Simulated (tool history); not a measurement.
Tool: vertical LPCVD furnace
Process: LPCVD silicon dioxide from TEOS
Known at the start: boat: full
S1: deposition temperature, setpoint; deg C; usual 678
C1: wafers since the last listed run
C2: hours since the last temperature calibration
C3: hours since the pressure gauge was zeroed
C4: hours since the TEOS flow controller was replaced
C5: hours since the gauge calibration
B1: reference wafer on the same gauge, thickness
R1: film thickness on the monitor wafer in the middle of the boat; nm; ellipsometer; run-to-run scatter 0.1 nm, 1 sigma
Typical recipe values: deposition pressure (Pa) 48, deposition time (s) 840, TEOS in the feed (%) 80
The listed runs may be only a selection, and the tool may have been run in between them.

{"run": 1, "day": 0.0, "S1": 678, "deposition pressure (Pa)": 43.3, "deposition time (s)": 840, "TEOS in the feed (%)": 80, "C1": 0, "C2": 4569.1, "C3": 2594, "C4": 2351.1, "C5": 103.2, "B1": 72.01, "R1": 71.34}
{"run": 2, "day": 0.717, "S1": 678, "deposition pressure (Pa)": 43.3, "deposition time (s)": 840, "TEOS in the feed (%)": 80, "C1": 258, "C2": 4586.3, "C3": 2611.2, "C4": 2368.3, "C5": 120.4, "B1": 71.97, "R1": 71.23}
{"run": 3, "day": 1.154, "S1": 678, "deposition pressure (Pa)": 48, "deposition time (s)": 840, "TEOS in the feed (%)": 80, "C1": 157, "C2": 4596.8, "C3": 2621.7, "C4": 2378.8, "C5": 130.9, "B1": 72, "R1": 75.16}
{"run": 4, "day": 1.729, "S1": 678, "deposition pressure (Pa)": 48, "deposition time (s)": 840, "TEOS in the feed (%)": 80, "C1": 207, "C2": 4610.6, "C3": 2635.5, "C4": 2392.6, "C5": 144.7, "B1": 72.01, "R1": 75.02}
{"run": 5, "day": 2.154, "S1": 678, "deposition pressure (Pa)": 48, "deposition time (s)": 840, "TEOS in the feed (%)": 80, "C1": 153, "C2": 4620.8, "C3": 2645.7, "C4": 2402.8, "C5": 154.9, "B1": 71.98, "R1": 75.27}
{"run": 6, "day": 2.754, "S1": 678, "deposition pressure (Pa)": 48, "deposition time (s)": 840, "TEOS in the feed (%)": 80, "C1": 216, "C2": 4635.2, "C3": 2660.1, "C4": 2417.2, "C5": 169.3, "B1": 72.01, "R1": 75.12}
{"run": 7, "day": 3.175, "S1": 678, "deposition pressure (Pa)": 48, "deposition time (s)": 840, "TEOS in the feed (%)": 80, "C1": 151, "C2": 4645.3, "C3": 2670.2, "C4": 2427.3, "C5": 179.4, "B1": 71.98, "R1": 75.23}
{"day": 4.425, "done": "thermocouples replaced and temperature profile calibrated"}
{"day": 4.979, "done": "pressure gauge zeroed"}
{"run": 8, "day": 5.0, "S1": 678, "deposition pressure (Pa)": 48, "deposition time (s)": 840, "TEOS in the feed (%)": 80, "C1": 97, "C2": 13.8, "C3": 0.5, "C4": 2471.1, "C5": 223.2, "B1": 71.98, "R1": 66.86}
{"run": 9, "day": 5.175, "S1": 678, "deposition pressure (Pa)": 48, "deposition time (s)": 840, "TEOS in the feed (%)": 80, "C1": 63, "C2": 18, "C3": 4.7, "C4": 2475.3, "C5": 227.4, "B1": 72, "R1": 66.96}
{"run": 10, "day": 5.35, "S1": 678, "deposition pressure (Pa)": 48, "deposition time (s)": 1020, "TEOS in the feed (%)": 80, "C1": 63, "C2": 22.2, "C3": 8.9, "C4": 2479.5, "C5": 231.6, "B1": 71.98, "R1": 81.23}
{"run": 11, "day": 5.525, "S1": 678, "deposition pressure (Pa)": 48, "deposition time (s)": 840, "TEOS in the feed (%)": 80, "C1": 63, "C2": 26.4, "C3": 13.1, "C4": 2483.7, "C5": 235.8, "B1": 72, "R1": 66.92}
{"run": 12, "day": 5.7, "S1": 678, "deposition pressure (Pa)": 39.3, "deposition time (s)": 840, "TEOS in the feed (%)": 80, "C1": 63, "C2": 30.6, "C3": 17.3, "C4": 2487.9, "C5": 240, "B1": 72.01, "R1": 60.74}
{"run": 13, "day": 5.896, "S1": 669, "deposition pressure (Pa)": 48, "deposition time (s)": 840, "TEOS in the feed (%)": 80, "C1": 70, "C2": 35.3, "C3": 22, "C4": 2492.6, "C5": 244.7, "B1": 71.99, "R1": 53.72}
{"run": 14, "day": 6.479, "S1": 678, "deposition pressure (Pa)": 48, "deposition time (s)": 840, "TEOS in the feed (%)": 95, "C1": 210, "C2": 49.3, "C3": 36, "C4": 2506.6, "C5": 258.7, "B1": 72.02, "R1": 73}
{"day": 8.133, "done": "TEOS flow controller replaced"}
{"run": 15, "day": 8.154, "S1": 678, "deposition pressure (Pa)": 48, "deposition time (s)": 840, "TEOS in the feed (%)": 80, "C1": 243, "C2": 89.5, "C3": 76.2, "C4": 0.5, "C5": 298.9, "B1": 72.02, "R1": 67}
{"run": 16, "day": 8.329, "S1": 667, "deposition pressure (Pa)": 36.7, "deposition time (s)": 840, "TEOS in the feed (%)": 80, "C1": 63, "C2": 93.7, "C3": 80.4, "C4": 4.7, "C5": 303.1, "B1": 72.03, "R1": 44.71}
{"day": 8.383, "done": "gauge calibrated"}
{"run": 17, "day": 8.508, "S1": 669, "deposition pressure (Pa)": 41.3, "deposition time (s)": 630, "TEOS in the feed (%)": 80, "C1": 64, "C2": 98, "C3": 84.7, "C4": 9, "C5": 3, "B1": 71.98, "R1": 37.44}
{"run": 18, "day": 8.992, "S1": 678, "deposition pressure (Pa)": 48, "deposition time (s)": 840, "TEOS in the feed (%)": 80, "C1": 174, "C2": 109.6, "C3": 96.3, "C4": 20.6, "C5": 14.6, "B1": 71.95, "R1": 66.93}
{"run": 19, "day": 9.579, "S1": 678, "deposition pressure (Pa)": 58, "deposition time (s)": 840, "TEOS in the feed (%)": 64, "C1": 211, "C2": 123.7, "C3": 110.4, "C4": 34.7, "C5": 28.7, "B1": 71.98, "R1": 66}

For run 20, what comes out?
{"run": 20, "day": 9.888, "S1": 678, "deposition pressure (Pa)": 54, "deposition time (s)": 840, "TEOS in the feed (%)": 80, "C1": 111, "C2": 131.1, "C3": 117.8, "C4": 42.1, "C5": 36.1, "B1": "?", "R1": "?"}

B1: 72
R1: 71.21 nm
Were there no unlogged condition in the tool, this run, its random variation unchanged, would have produced R1 70.53 nm.
